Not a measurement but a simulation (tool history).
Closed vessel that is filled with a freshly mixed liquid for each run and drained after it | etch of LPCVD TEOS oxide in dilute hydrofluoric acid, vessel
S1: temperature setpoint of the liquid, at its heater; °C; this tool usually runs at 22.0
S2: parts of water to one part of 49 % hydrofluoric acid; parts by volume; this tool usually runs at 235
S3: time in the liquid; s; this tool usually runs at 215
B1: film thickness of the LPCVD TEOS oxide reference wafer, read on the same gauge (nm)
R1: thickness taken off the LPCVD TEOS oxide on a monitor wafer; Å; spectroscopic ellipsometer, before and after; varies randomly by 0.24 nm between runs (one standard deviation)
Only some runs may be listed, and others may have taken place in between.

run     day    S1   S2   S3     B1     R1
  1   0.000  22.0  165  215  59.98  546.2
  2   4.417  22.0  290  160  59.93  206.0
  3   8.312  22.0  290  160  60.01  206.0
  4  12.650  22.0  150  215  60.00  615.3
  5  16.692  22.0  235  215  60.03  363.6
  6  19.071  22.0  235  215  59.99  362.3
  7  21.104  22.0  235  215  59.98  363.2
  8  23.279  22.0  235  215  60.00  373.3
  9  27.146  22.0  235  215  60.01  370.5
 10  29.317  22.0  235  215  60.00  367.7
     29.458  -- thermometer replaced
     33.246  -- gauge calibrated
 11  34.717  20.5  235  215  60.05  351.2
 12  36.258  22.0  235  215  59.96  372.8
     39.317  -- hydrofluoric acid flow meter replaced
 13  40.412  22.0  130  215  60.00  684.6
 14  42.317  22.0  325  280  59.99  292.3
 15  43.967  18.5  235  215  60.01  296.6
 16  45.904  25.0  160  300  59.97  856.9
 17  49.233  22.0  235  215  60.01  344.6
 18  50.883  18.5  115  215  59.97  694.2
 19  53.921  25.5  310  340  59.99  436.5
 20  58.392  20.5  270  165  60.00  210.5
 21  60.417  25.0  155  285  60.00  854.4
 22  64.233  22.0  235  265  59.97  429.2

Here are 5 independent what-if runs from the current tool condition. What would each one return?
  A  64.262  22.0  235  305   ?   ?
  B  64.262  24.5  335  300   ?   ?
  C  64.262  17.0  325  215   ?   ?
  D  64.262  26.5  325  320   ?   ?
  E  64.262  25.5  235  215   ?   ?

run     B1     R1
  A  60.04  496.4
  B  60.04  340.4
  C  60.04  194.0
  D  60.04  404.2
  E  60.04  397.5
With the hidden condition removed and each run's random variation left untouched, the same runs would have given:
run     R1
  A  479.1
  B  327.8
  C  187.0
  D  389.1
  E  383.4

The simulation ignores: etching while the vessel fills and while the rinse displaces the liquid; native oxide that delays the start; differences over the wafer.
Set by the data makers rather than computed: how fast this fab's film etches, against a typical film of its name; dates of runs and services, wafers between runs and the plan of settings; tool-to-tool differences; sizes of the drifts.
